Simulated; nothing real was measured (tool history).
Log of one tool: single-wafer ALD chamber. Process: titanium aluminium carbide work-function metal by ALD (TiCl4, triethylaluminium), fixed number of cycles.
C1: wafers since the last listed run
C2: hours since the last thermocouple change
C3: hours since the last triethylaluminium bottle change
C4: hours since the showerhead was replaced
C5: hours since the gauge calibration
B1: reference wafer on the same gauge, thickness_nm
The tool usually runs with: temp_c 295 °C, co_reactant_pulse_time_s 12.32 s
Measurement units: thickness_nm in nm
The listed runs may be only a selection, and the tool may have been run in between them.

{"run": 1, "hour": 0.0, "temp_c": 295, "co_reactant_pulse_time_s": 12.32, "C1": 0, "C2": 1451.0, "C3": 705.5, "C4": 5599.4, "C5": 494.1, "B1": 1.769, "thickness_nm": 2.062}
{"run": 2, "hour": 76.8, "temp_c": 295, "co_reactant_pulse_time_s": 12.32, "C1": 544, "C2": 1527.8, "C3": 782.3, "C4": 5676.2, "C5": 570.9, "B1": 1.773, "thickness_nm": 2.073}
{"run": 3, "hour": 179.2, "temp_c": 295, "co_reactant_pulse_time_s": 12.32, "C1": 726, "C2": 1630.2, "C3": 884.7, "C4": 5778.6, "C5": 673.3, "B1": 1.771, "thickness_nm": 2.071}
{"run": 4, "hour": 222.0, "temp_c": 291, "co_reactant_pulse_time_s": 12.32, "C1": 303, "C2": 1673.0, "C3": 927.5, "C4": 5821.4, "C5": 716.1, "B1": 1.768, "thickness_nm": 2.053}
{"run": 5, "hour": 315.9, "temp_c": 291, "co_reactant_pulse_time_s": 12.32, "C1": 665, "C2": 1766.9, "C3": 1021.4, "C4": 5915.3, "C5": 810.0, "B1": 1.772, "thickness_nm": 2.025}
{"run": 6, "hour": 352.7, "temp_c": 295, "co_reactant_pulse_time_s": 12.32, "C1": 260, "C2": 1803.7, "C3": 1058.2, "C4": 5952.1, "C5": 846.8, "B1": 1.77, "thickness_nm": 2.059}
{"run": 7, "hour": 433.5, "temp_c": 295, "co_reactant_pulse_time_s": 12.32, "C1": 573, "C2": 1884.5, "C3": 1139.0, "C4": 6032.9, "C5": 927.6, "B1": 1.77, "thickness_nm": 2.057}
{"run": 8, "hour": 523.9, "temp_c": 295, "co_reactant_pulse_time_s": 12.32, "C1": 641, "C2": 1974.9, "C3": 1229.4, "C4": 6123.3, "C5": 1018.0, "B1": 1.771, "thickness_nm": 2.07}
{"hour": 553.0, "done": "thermocouple changed; heater temperature recalibrated"}
{"hour": 574.3, "done": "triethylaluminium bottle replaced"}
{"run": 9, "hour": 574.8, "temp_c": 300, "co_reactant_pulse_time_s": 12.32, "C1": 247, "C2": 21.8, "C3": 0.5, "C4": 6174.2, "C5": 1068.9, "B1": 1.77, "thickness_nm": 2.11}
{"run": 10, "hour": 621.2, "temp_c": 301, "co_reactant_pulse_time_s": 12.32, "C1": 329, "C2": 68.2, "C3": 46.9, "C4": 6220.6, "C5": 1115.3, "B1": 1.77, "thickness_nm": 2.106}
{"hour": 664.1, "done": "gauge calibrated"}
{"run": 11, "hour": 708.2, "temp_c": 308, "co_reactant_pulse_time_s": 14.24, "C1": 616, "C2": 155.2, "C3": 133.9, "C4": 6307.6, "C5": 44.1, "B1": 1.768, "thickness_nm": 2.181}

Predict the results of run 12:
{"run": 12, "hour": 771.1, "temp_c": 295, "co_reactant_pulse_time_s": 12.32, "C1": 446, "C2": 218.1, "C3": 196.8, "C4": 6370.5, "C5": 107.0, "B1": "?", "thickness_nm": "?"}

B1: 1.775
thickness_nm: 2.063 nm
With no hidden state in the tool, this same run would have given thickness_nm 2.063 nm.
